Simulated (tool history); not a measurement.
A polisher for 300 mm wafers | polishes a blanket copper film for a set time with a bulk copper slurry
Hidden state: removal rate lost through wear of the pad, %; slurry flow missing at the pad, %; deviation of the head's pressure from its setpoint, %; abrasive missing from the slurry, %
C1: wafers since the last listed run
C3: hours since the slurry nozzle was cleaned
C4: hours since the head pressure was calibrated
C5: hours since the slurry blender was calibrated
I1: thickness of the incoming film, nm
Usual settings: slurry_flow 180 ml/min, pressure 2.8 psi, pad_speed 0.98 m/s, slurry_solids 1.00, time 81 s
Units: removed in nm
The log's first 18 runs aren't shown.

Run 19, day 53.529: usual settings but slurry_solids 1.20; C1 372; wafers polished on this pad 1101; C3 144.1; C4 119.3; C5 350.2; I1 2854.4. Result: removed 815.1 nm.
At day 57.554: slurry blender recalibrated.
Run 20, day 61.158: usual settings; C1 1355; wafers polished on this pad 2457; C3 327.2; C4 302.4; C5 86.5; I1 2850.7. Result: removed 791.8 nm.
Run 21, day 63.783: usual settings but slurry_flow 155 ml/min, slurry_solids 1.10; C1 471; wafers polished on this pad 2929; C3 390.2; C4 365.4; C5 149.5; I1 2853.1. Result: removed 782.8 nm.
Run 22, day 66.217: usual settings but pressure 3.6 psi, pad_speed 1.18 m/s, slurry_solids 0.75, time 64 s; C1 437; wafers polished on this pad 3366; C3 448.6; C4 423.8; C5 207.9; I1 2864.0. Result: removed 822.2 nm.
At day 67.292: worn pad replaced by a new one.
Run 23, day 67.821: usual settings but pressure 3.1 psi, pad_speed 1.14 m/s, slurry_solids 0.75, time 95 s; C1 258; wafers polished on this pad 94; C3 487.1; C4 462.3; C5 246.4; I1 2904.1. Result: removed 1057.6 nm.
At day 69.142: slurry nozzle cleaned.
Run 24, day 70.675: usual settings but pad_speed 1.20 m/s, time 100 s; C1 505; wafers polished on this pad 600; C3 36.8; C4 530.8; C5 314.9; I1 2876.0. Result: removed 1170.2 nm.
Run 25, day 73.175: usual settings but pad_speed 0.68 m/s; C1 449; wafers polished on this pad 1049; C3 96.8; C4 590.8; C5 374.9; I1 2895.8. Result: removed 550.2 nm.
Run 26, day 75.046: usual settings but pressure 2.1 psi, pad_speed 0.68 m/s; C1 336; wafers polished on this pad 1385; C3 141.7; C4 635.7; C5 419.8; I1 2846.6. Result: removed 447.0 nm.
Run 27, day 76.100: usual settings but slurry_flow 200 ml/min, time 56 s; C1 189; wafers polished on this pad 1575; C3 167.0; C4 661.0; C5 445.1; I1 2874.1. Result: removed 546.1 nm.
At day 76.850: slurry blender recalibrated.
Run 28, day 78.633: usual settings but pad_speed 1.22 m/s; C1 440; wafers polished on this pad 2015; C3 227.8; C4 721.8; C5 42.8; I1 2911.3. Result: removed 985.4 nm.
Run 29, day 80.371: usual settings but pressure 2.2 psi, time 68 s; C1 312; wafers polished on this pad 2327; C3 269.5; C4 763.5; C5 84.5; I1 2869.4. Result: removed 566.5 nm.
Run 30, day 82.850: usual settings but pad_speed 1.22 m/s; C1 445; wafers polished on this pad 2773; C3 329.0; C4 823.0; C5 144.0; I1 2923.9. Result: removed 971.5 nm.
Run 31, day 83.888: usual settings but pressure 3.1 psi, slurry_solids 1.10; C1 186; wafers polished on this pad 2959; C3 353.9; C4 847.9; C5 168.9; I1 2867.0. Result: removed 872.3 nm.

3 ways to go on from here, each from the tool as it stands after run 31. What would each give?
Run A, day 83.904: usual settings but pad_speed 1.18 m/s; C1 2; wafers polished on this pad 2962; C3 354.3; C4 848.3; C5 169.3; I1 2880.9. Result: removed ?.
Run B, day 83.904: usual settings but slurry_flow 240 ml/min; C1 2; wafers polished on this pad 2962; C3 354.3; C4 848.3; C5 169.3; I1 2880.9. Result: removed ?.
Run C, day 83.904: usual settings but slurry_flow 145 ml/min; C1 2; wafers polished on this pad 2962; C3 354.3; C4 848.3; C5 169.3; I1 2880.9. Result: removed ?.

run  removed
  A    942.3
  B    816.1
  C    758.3
Without the tool's hidden state the same runs would have given:
run  removed
  A    961.8
  B    832.9
  C    774.0
